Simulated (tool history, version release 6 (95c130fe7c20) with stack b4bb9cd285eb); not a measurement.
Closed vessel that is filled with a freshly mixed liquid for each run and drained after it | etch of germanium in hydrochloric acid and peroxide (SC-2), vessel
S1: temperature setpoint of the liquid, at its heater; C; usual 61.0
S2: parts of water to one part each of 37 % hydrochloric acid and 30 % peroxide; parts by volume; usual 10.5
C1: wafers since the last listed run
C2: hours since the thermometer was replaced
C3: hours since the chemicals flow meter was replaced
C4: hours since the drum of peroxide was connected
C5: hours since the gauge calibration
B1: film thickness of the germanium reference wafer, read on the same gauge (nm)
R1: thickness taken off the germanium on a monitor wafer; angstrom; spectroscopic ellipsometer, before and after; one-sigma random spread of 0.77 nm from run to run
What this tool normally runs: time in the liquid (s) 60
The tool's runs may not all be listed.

run 1 hour=0.0 | S1=61.0 S2=10.5 time_in_the_liquid_(s)=60 | C1=0 C2=1188.7 C3=1519.0 C4=361.9 C5=945.2 | B1=79.98 | R1=1266.4
run 2 hour=85.8 | S1=61.0 S2=10.5 time_in_the_liquid_(s)=60 | C1=12479 C2=1274.5 C3=1604.8 C4=447.7 C5=1031.0 | B1=80.01 | R1=1270.6
-- hour=126.8 thermometer replaced
run 3 hour=133.7 | S1=61.0 S2=10.5 time_in_the_liquid_(s)=60 | C1=6821 C2=6.9 C3=1652.7 C4=495.6 C5=1078.9 | B1=80.00 | R1=1212.9
run 4 hour=185.8 | S1=61.0 S2=7.5 time_in_the_liquid_(s)=60 | C1=7578 C2=59.0 C3=1704.8 C4=547.7 C5=1131.0 | B1=80.00 | R1=1247.9
run 5 hour=289.4 | S1=61.0 S2=7.5 time_in_the_liquid_(s)=60 | C1=15068 C2=162.6 C3=1808.4 C4=651.3 C5=1234.6 | B1=80.02 | R1=1247.6
-- hour=328.0 chemicals flow meter replaced
run 6 hour=381.0 | S1=61.0 S2=10.5 time_in_the_liquid_(s)=60 | C1=13177 C2=254.2 C3=53.0 C4=742.9 C5=1326.2 | B1=80.05 | R1=1201.0
run 7 hour=445.3 | S1=61.0 S2=10.5 time_in_the_liquid_(s)=60 | C1=9352 C2=318.5 C3=117.3 C4=807.2 C5=1390.5 | B1=80.03 | R1=1221.9
-- hour=485.6 thermometer replaced, repeated, since the last time left the tool worse
run 8 hour=509.3 | S1=53.0 S2=10.5 time_in_the_liquid_(s)=60 | C1=9163 C2=23.7 C3=181.3 C4=871.2 C5=1454.5 | B1=79.99 | R1=1040.7
-- hour=607.1 new drum of peroxide connected
run 9 hour=615.3 | S1=61.0 S2=10.5 time_in_the_liquid_(s)=60 | C1=15272 C2=129.7 C3=287.3 C4=8.2 C5=1560.5 | B1=79.98 | R1=1319.5
run 10 hour=717.9 | S1=61.0 S2=10.5 time_in_the_liquid_(s)=60 | C1=14923 C2=232.3 C3=389.9 C4=110.8 C5=1663.1 | B1=79.98 | R1=1312.0
run 11 hour=763.9 | S1=67.5 S2=7.0 time_in_the_liquid_(s)=60 | C1=6690 C2=278.3 C3=435.9 C4=156.8 C5=1709.1 | B1=79.97 | R1=1638.0
run 12 hour=805.7 | S1=52.0 S2=15.0 time_in_the_liquid_(s)=45 | C1=6079 C2=320.1 C3=477.7 C4=198.6 C5=1750.9 | B1=80.00 | R1=719.0
run 13 hour=870.7 | S1=69.0 S2=10.5 time_in_the_liquid_(s)=35 | C1=9454 C2=385.1 C3=542.7 C4=263.6 C5=1815.9 | B1=80.02 | R1=958.7
run 14 hour=920.8 | S1=61.0 S2=10.5 time_in_the_liquid_(s)=60 | C1=7287 C2=435.2 C3=592.8 C4=313.7 C5=1866.0 | B1=80.01 | R1=1297.6
run 15 hour=990.5 | S1=61.0 S2=15.0 time_in_the_liquid_(s)=40 | C1=10137 C2=504.9 C3=662.5 C4=383.4 C5=1935.7 | B1=80.00 | R1=817.9
run 16 hour=1042.9 | S1=61.0 S2=10.5 time_in_the_liquid_(s)=60 | C1=7621 C2=557.3 C3=714.9 C4=435.8 C5=1988.1 | B1=80.00 | R1=1289.8

Run 17 is up next; what results do you expect?
run 17 hour=1105.8 | S1=69.5 S2=10.5 time_in_the_liquid_(s)=30 | C1=9148 C2=620.2 C3=777.8 C4=498.7 C5=2051.0 | B1=? | R1=?

For run 17 the tool returned B1 80.01, R1 821.4 angstrom.
On a tool with no hidden condition, and with the same random variation, this run would have come out at R1 839.7 angstrom.
